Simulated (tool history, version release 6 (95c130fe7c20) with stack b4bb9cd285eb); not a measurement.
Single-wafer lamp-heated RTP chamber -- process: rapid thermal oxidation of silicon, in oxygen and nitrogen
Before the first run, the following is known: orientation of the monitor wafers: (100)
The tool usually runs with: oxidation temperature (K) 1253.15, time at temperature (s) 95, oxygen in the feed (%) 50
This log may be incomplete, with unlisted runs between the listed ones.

| run | day | oxidation temperature (K) | time at temperature (s) | oxygen in the feed (%) | read-back reference wafer on the same gauge, thickness | oxide thickness on the monitor wafer (nm) |
|---|---|---|---|---|---|---|
| 1 | 0.000 | 1273.15 | 112 | 50 | 6.612 | 7.135 |
| 2 | 1.571 | 1273.15 | 112 | 50 | 6.611 | 7.156 |
| 3 | 4.175 | 1253.15 | 95 | 50 | 6.611 | 5.752 |
| 4 | 6.875 | 1253.15 | 95 | 50 | 6.611 | 5.773 |
| 5 | 8.638 | 1253.15 | 95 | 50 | 6.608 | 5.764 |
| 6 | 12.117 | 1253.15 | 95 | 71 | 6.611 | 6.471 |
| 7 | 15.108 | 1253.15 | 95 | 43 | 6.611 | 5.511 |
| 8 | 18.996 | 1253.15 | 95 | 43 | 6.612 | 5.517 |
| 9 | 20.733 | 1253.15 | 95 | 43 | 6.610 | 5.515 |
| 10 | 22.754 | 1253.15 | 77 | 65 | 6.609 | 5.764 |
| 11 | 25.300 | 1253.15 | 77 | 65 | 6.610 | 5.758 |
| 12 | 28.354 | 1253.15 | 77 | 65 | 6.612 | 5.753 |
| 13 | 30.317 | 1253.15 | 95 | 50 | 6.611 | 5.796 |
| 14 | 31.875 | 1253.15 | 95 | 50 | 6.611 | 5.809 |
| 15 | 34.033 | 1253.15 | 133 | 38 | 6.609 | 6.159 |
| 16 | 36.125 | 1253.15 | 133 | 38 | 6.611 | 6.174 |
| 17 | 40.133 | 1253.15 | 133 | 38 | 6.612 | 6.186 |
|  | 42.138 | pyrometer window cleaned and pyrometer calibrated |
| 18 | 43.854 | 1228.15 | 95 | 50 | 6.613 | 4.839 |
| 19 | 48.350 | 1280.15 | 95 | 50 | 6.612 | 7.006 |
|  | 49.375 | oxygen flow controller replaced |
| 20 | 52.533 | 1253.15 | 95 | 50 | 6.611 | 5.705 |
| 21 | 56.925 | 1253.15 | 110 | 62 | 6.611 | 6.546 |
| 22 | 59.042 | 1253.15 | 95 | 37 | 6.610 | 5.171 |
| 23 | 62.408 | 1263.15 | 72 | 50 | 6.609 | 5.441 |
|  | 63.908 | gauge calibrated |
| 24 | 66.858 | 1245.15 | 95 | 50 | 6.610 | 5.383 |
| 25 | 71.217 | 1234.15 | 134 | 68 | 6.610 | 6.401 |
| 26 | 75.246 | 1253.15 | 110 | 62 | 6.609 | 6.571 |
| 27 | 77.796 | 1244.15 | 70 | 74 | 6.610 | 5.362 |
| 28 | 80.888 | 1271.15 | 95 | 73 | 6.611 | 7.431 |
|  | 81.642 | pyrometer window cleaned and pyrometer calibrated |
| 29 | 82.488 | 1280.15 | 118 | 41 | 6.609 | 7.091 |
| 30 | 85.700 | 1253.15 | 51 | 50 | 6.609 | 4.420 |
| 31 | 90.112 | 1253.15 | 95 | 78 | 6.609 | 6.611 |
| 32 | 91.867 | 1253.15 | 137 | 61 | 6.609 | 7.156 |
| 33 | 93.454 | 1253.15 | 95 | 50 | 6.611 | 5.709 |
| 34 | 97.775 | 1253.15 | 78 | 50 | 6.611 | 5.253 |
| 35 | 101.892 | 1274.15 | 95 | 66 | 6.610 | 7.321 |
| 36 | 106.279 | 1253.15 | 51 | 50 | 6.611 | 4.433 |
| 37 | 108.483 | 1278.15 | 122 | 67 | 6.610 | 8.486 |
| 38 | 112.308 | 1232.15 | 75 | 50 | 6.609 | 4.492 |

Branching from run 38: 4 alternative next runs. What would each branch give?
| A | 112.329 | 1276.15 | 95 | 50 | ? | ? |
| B | 112.329 | 1253.15 | 50 | 50 | ? | ? |
| C | 112.329 | 1241.15 | 57 | 50 | ? | ? |
| D | 112.329 | 1271.15 | 95 | 79 | ? | ? |

| run | read-back reference wafer on the same gauge, thickness | oxide thickness on the monitor wafer (nm) |
|---|---|---|
| A | 6.607 | 6.783 |
| B | 6.607 | 4.424 |
| C | 6.607 | 4.307 |
| D | 6.607 | 7.668 |
With no hidden state in the tool, these same runs would have given:
| run | oxide thickness on the monitor wafer (nm) |
|---|---|
| A | 6.728 |
| B | 4.392 |
| C | 4.276 |
| D | 7.609 |
